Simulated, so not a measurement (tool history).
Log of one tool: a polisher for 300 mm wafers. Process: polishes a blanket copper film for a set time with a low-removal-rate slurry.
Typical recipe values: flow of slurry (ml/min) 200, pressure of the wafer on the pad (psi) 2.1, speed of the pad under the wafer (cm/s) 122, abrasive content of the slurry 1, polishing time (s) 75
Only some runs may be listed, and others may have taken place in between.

run	hour	flow of slurry (ml/min)	pressure of the wafer on the pad (psi)	speed of the pad under the wafer (cm/s)	abrasive content of the slurry	polishing time (s)	wafers since the last listed run	wafers polished on this pad	hours since the slurry nozzle was cleaned	hours since the head pressure was calibrated	hours since the slurry blender was calibrated	incoming thickness of the incoming film, nm	film removed (angstrom)
1	0	200	2.1	122	1	75	0	775	715.6	1214.3	173.6	667.5	2261
2	20.4	200	2.1	122	1	75	180	956	736	1234.7	194	685.1	2254
# hour 28.9: worn pad replaced by a new one
3	48.7	200	2.1	122	1	75	214	174	764.3	1263	222.3	675	2220
4	62.7	200	2.1	122	0.85	75	123	298	778.3	1277	236.3	683.4	2099
5	87.6	200	2.1	122	1	75	220	518	803.2	1301.9	261.2	687.3	2226
6	106.5	200	2.1	122	1	75	167	686	822.1	1320.8	280.1	676.8	2197
7	122.3	200	2.1	122	1	75	139	825	837.9	1336.6	295.9	685.2	2222
# hour 136.1: worn pad replaced by a new one
8	144.8	200	2.1	122	1	75	163	76	860.4	1359.1	318.4	687.6	2133
9	169.4	200	2.1	122	1	75	217	294	885	1383.7	343	673.3	2135
# hour 185.7: head pressure recalibrated
10	191.5	200	2.1	122	1	75	177	472	907.1	5.8	365.1	686.5	2138
11	225.4	200	2.1	122	1	75	299	772	941	39.7	399	681.7	2099
# hour 235.9: worn pad replaced by a new one
# hour 249.2: slurry nozzle cleaned
12	251.3	220	2.1	122	1	75	184	127	2.1	65.6	424.9	676.2	2065
# hour 262.6: slurry blender recalibrated
13	281.8	200	2.1	152	1	75	252	379	32.6	96.1	19.2	674.3	2725
14	312	200	2.1	154	1	75	267	646	62.8	126.3	49.4	680.3	2752
15	334.1	200	1.5	136	0.8	56	195	842	84.9	148.4	71.5	668.8	1248
# hour 354.5: worn pad replaced by a new one
16	356	180	1.7	122	0.7	93	158	13	106.8	170.3	93.4	678.2	2054
17	377.9	200	2.1	122	1	75	193	207	128.7	192.2	115.3	682.1	2260
18	390.5	220	2.1	122	1	75	111	318	141.3	204.8	127.9	685.5	2285
19	408.9	170	1.6	122	1	53	162	481	159.7	223.2	146.3	682.9	1215
# hour 470: worn pad replaced by a new one
20	473.6	200	2.1	122	1	55	536	31	224.4	287.9	211	677.3	1639
21	501.2	200	2.1	122	1	75	244	275	252	315.5	238.6	676.2	2202
22	518.8	200	2.1	122	1	75	155	431	269.6	333.1	256.2	677.4	2228

Entry by entry between the runs, the difference in hidden state between the last listed run before and the first listed run after:
In the gap between runs 2 and 3: worn pad replaced by a new one (hour 28.9)
  abrasive missing from the slurry, %: 8.61 -> 11.1
  measured minus no-state result, film removed (angstrom): -57 -> -73
In the gap between runs 7 and 8: worn pad replaced by a new one (hour 136.1)
  abrasive missing from the slurry, %: 19.1 -> 22.1
  measured minus no-state result, film removed (angstrom): -136 -> -154
In the gap between runs 9 and 10: head pressure recalibrated (hour 185.7)
  abrasive missing from the slurry, %: 25.5 -> 28.8
  measured minus no-state result, film removed (angstrom): -184 -> -215
In the gap between runs 11 and 12: worn pad replaced by a new one (hour 235.9); slurry nozzle cleaned (hour 249.2)
  abrasive missing from the slurry, %: 34.3 -> 38.8
  measured minus no-state result, film removed (angstrom): -266 -> -313
In the gap between runs 12 and 13: slurry blender recalibrated (hour 262.6)
  abrasive missing from the slurry, %: 38.8 -> 2.68
  measured minus no-state result, film removed (angstrom): -313 -> -21
In the gap between runs 15 and 16: worn pad replaced by a new one (hour 354.5)
  abrasive missing from the slurry, %: 3.68 -> 4.44
  measured minus no-state result, film removed (angstrom): -12 -> -24
In the gap between runs 19 and 20: worn pad replaced by a new one (hour 470)
  abrasive missing from the slurry, %: 7.12 -> 12
  measured minus no-state result, film removed (angstrom): -25 -> -59
